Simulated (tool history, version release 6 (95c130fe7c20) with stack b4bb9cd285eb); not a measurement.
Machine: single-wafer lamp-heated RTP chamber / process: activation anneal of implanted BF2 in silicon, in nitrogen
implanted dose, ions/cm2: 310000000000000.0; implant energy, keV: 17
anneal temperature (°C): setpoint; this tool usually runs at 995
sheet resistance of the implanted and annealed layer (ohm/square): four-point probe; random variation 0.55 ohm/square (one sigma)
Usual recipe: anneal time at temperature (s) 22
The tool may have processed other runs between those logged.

run   hour  anneal temperature (°C)  anneal time at temperature (s)  read-back reference wafer on the same gauge, sheet resistance  sheet resistance of the implanted and annealed layer (ohm/square)
  1    0.0                      995                              22                                                         362.03                                                             367.17
  2   10.2                      995                              22                                                         362.16                                                             367.45
  3   16.7                      995                              22                                                         362.09                                                             367.44
  4   23.8                      995                              15                                                         362.06                                                             369.06
  5   34.9                      995                              15                                                         361.98                                                             368.53
  6   41.5                      995                              15                                                         361.97                                                             368.72
  7   53.9                      995                              22                                                         362.16                                                             366.54
  8   60.3                      995                              22                                                         362.15                                                             366.06
  9   71.6                      995                              22                                                         361.90                                                             366.72
 10   85.0                      995                              22                                                         362.15                                                             365.48
      99.5  -- reflector plate cleaned
 11  100.0                      984                              15                                                         362.02                                                             369.93
     112.7  -- pyrometer window cleaned and pyrometer calibrated
 12  113.2                      984                              15                                                         361.97                                                             373.84
 13  113.9                      970                              11                                                         362.19                                                             385.86
 14  129.7                      995                              22                                                         361.92                                                             367.00
     130.2  -- gauge calibrated
 15  143.5                      995                              22                                                         361.99                                                             367.04
 16  151.3                      995                              17                                                         361.85                                                             368.12
 17  158.8                      995                              22                                                         362.03                                                             366.21
 18  166.1                      995                              22                                                         361.92                                                             366.28
 19  181.3                      967                              27                                                         362.12                                                             378.27
 20  196.9                     1003                              10                                                         361.99                                                             369.63
 21  210.4                      971                              26                                                         362.17                                                             373.78
 22  228.0                     1014                              29                                                         362.11                                                             361.26
 23  239.5                      995                              22                                                         361.99                                                             365.76
     254.1  -- pyrometer window cleaned and pyrometer calibrated
 24  256.9                      972                              32                                                         361.82                                                             376.65
 25  264.4                     1012                              17                                                         361.98                                                             365.81

Predict each of these 5 candidate next runs independently; none follows another, all start after run 25:
  A  264.8                     1007                              22                                                              ?                                                                  ?
  B  264.8                     1011                              28                                                              ?                                                                  ?
  C  264.8                     1007                              31                                                              ?                                                                  ?
  D  264.8                      984                               9                                                              ?                                                                  ?
  E  264.8                     1025                              16                                                              ?                                                                  ?

run  read-back reference wafer on the same gauge, sheet resistance  sheet resistance of the implanted and annealed layer (ohm/square)
  A                                                         361.93                                                             365.33
  B                                                         361.93                                                             362.97
  C                                                         361.93                                                             362.74
  D                                                         361.93                                                             376.79
  E                                                         361.93                                                             365.60
What these runs would have given with no unlogged condition in the tool:
run  sheet resistance of the implanted and annealed layer (ohm/square)
  A                                                             365.38
  B                                                             363.03
  C                                                             362.81
  D                                                             377.03
  E                                                             365.65
